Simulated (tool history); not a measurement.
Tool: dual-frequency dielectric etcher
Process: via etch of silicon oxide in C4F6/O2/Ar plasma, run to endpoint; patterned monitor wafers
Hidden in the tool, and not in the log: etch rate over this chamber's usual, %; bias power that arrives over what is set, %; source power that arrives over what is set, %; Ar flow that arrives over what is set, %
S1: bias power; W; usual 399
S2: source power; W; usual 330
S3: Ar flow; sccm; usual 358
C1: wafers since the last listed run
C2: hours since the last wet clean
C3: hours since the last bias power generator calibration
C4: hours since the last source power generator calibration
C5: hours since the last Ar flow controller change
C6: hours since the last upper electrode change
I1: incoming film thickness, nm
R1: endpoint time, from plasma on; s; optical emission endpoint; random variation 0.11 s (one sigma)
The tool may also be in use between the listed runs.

Run 1, hour 0.0: usual settings but S2 300 W; C1 0; C2 0.5; C3 4505.5; C4 4111.8; C5 2928.0; C6 2396.3; I1 121.3. Result: R1 35.4 s.
Run 2, hour 39.9: usual settings; C1 440; C2 40.4; C3 4545.4; C4 4151.7; C5 2967.9; C6 2436.2; I1 121.1. Result: R1 34.2 s.
Run 3, hour 75.0: usual settings; C1 387; C2 75.5; C3 4580.5; C4 4186.8; C5 3003.0; C6 2471.3; I1 121.6. Result: R1 34.3 s.
Run 4, hour 141.7: usual settings; C1 735; C2 142.2; C3 4647.2; C4 4253.5; C5 3069.7; C6 2538.0; I1 120.7. Result: R1 34.1 s.
Run 5, hour 183.6: usual settings; C1 462; C2 184.1; C3 4689.1; C4 4295.4; C5 3111.6; C6 2579.9; I1 121.2. Result: R1 34.3 s.
Run 6, hour 248.3: usual settings; C1 713; C2 248.8; C3 4753.8; C4 4360.1; C5 3176.3; C6 2644.6; I1 121.5. Result: R1 34.1 s.
At hour 288.0: source power generator calibrated.
At hour 293.5: Ar flow controller replaced.
Run 7, hour 300.2: usual settings; C1 467; C2 300.7; C3 4805.7; C4 12.2; C5 6.7; C6 2696.5; I1 121.8. Result: R1 34.5 s.
Run 8, hour 358.2: usual settings but S2 270 W; C1 639; C2 358.7; C3 4863.7; C4 70.2; C5 64.7; C6 2754.5; I1 122.1. Result: R1 36.5 s.
Run 9, hour 384.0: usual settings but S2 270 W; C1 284; C2 384.5; C3 4889.5; C4 96.0; C5 90.5; C6 2780.3; I1 121.8. Result: R1 36.4 s.
At hour 413.4: wet clean of the chamber.
Run 10, hour 427.2: usual settings but S2 270 W; C1 211; C2 13.8; C3 4932.7; C4 139.2; C5 133.7; C6 2823.5; I1 121.0. Result: R1 36.1 s.
At hour 488.1: upper electrode replaced.
Run 11, hour 488.6: usual settings but S1 339 W; C1 412; C2 75.2; C3 4994.1; C4 200.6; C5 195.1; C6 0.5; I1 120.7. Result: R1 35.4 s.
Run 12, hour 514.5: usual settings but S2 350 W, S3 377 sccm; C1 285; C2 101.1; C3 5020.0; C4 226.5; C5 221.0; C6 26.4; I1 122.5. Result: R1 34.2 s.
Run 13, hour 573.0: usual settings; C1 645; C2 159.6; C3 5078.5; C4 285.0; C5 279.5; C6 84.9; I1 120.9. Result: R1 34.2 s.
At hour 744.1: bias power generator calibrated.
Run 14, hour 763.8: usual settings but S1 351 W, S2 400 W, S3 396 sccm; C1 2060; C2 350.4; C3 19.7; C4 475.8; C5 470.3; C6 275.7; I1 121.2. Result: R1 33.7 s.
Run 15, hour 790.5: usual settings but S1 334 W, S2 360 W, S3 427 sccm; C1 294; C2 377.1; C3 46.4; C4 502.5; C5 497.0; C6 302.4; I1 120.8. Result: R1 35.4 s.
At hour 866.2: wet clean of the chamber.
Run 16, hour 866.7: usual settings; C1 575; C2 0.5; C3 122.6; C4 578.7; C5 573.2; C6 378.6; I1 121.2. Result: R1 34.2 s.
Run 17, hour 918.9: usual settings but S1 352 W, S2 400 W; C1 575; C2 52.7; C3 174.8; C4 630.9; C5 625.4; C6 430.8; I1 122.1. Result: R1 33.4 s.
Run 18, hour 967.0: usual settings; C1 530; C2 100.8; C3 222.9; C4 679.0; C5 673.5; C6 478.9; I1 122.3. Result: R1 34.5 s.
Run 19, hour 1017.5: usual settings but S1 469 W, S2 290 W, S3 391 sccm; C1 556; C2 151.3; C3 273.4; C4 729.5; C5 724.0; C6 529.4; I1 122.4. Result: R1 34.6 s.
Run 20, hour 1059.1: usual settings but S1 364 W, S3 334 sccm; C1 458; C2 192.9; C3 315.0; C4 771.1; C5 765.6; C6 571.0; I1 122.2. Result: R1 35.1 s.
Run 21, hour 1128.2: usual settings but S1 482 W; C1 762; C2 262.0; C3 384.1; C4 840.2; C5 834.7; C6 640.1; I1 122.9. Result: R1 32.9 s.

The next listed run, before its measurement:
Run 22, hour 1187.6: usual settings; C1 655; C2 321.4; C3 443.5; C4 899.6; C5 894.1; C6 699.5; I1 122.6. Result: R1 ?.

R1: 34.5 s
Without the tool's hidden state the same run would have given R1 34.5 s.

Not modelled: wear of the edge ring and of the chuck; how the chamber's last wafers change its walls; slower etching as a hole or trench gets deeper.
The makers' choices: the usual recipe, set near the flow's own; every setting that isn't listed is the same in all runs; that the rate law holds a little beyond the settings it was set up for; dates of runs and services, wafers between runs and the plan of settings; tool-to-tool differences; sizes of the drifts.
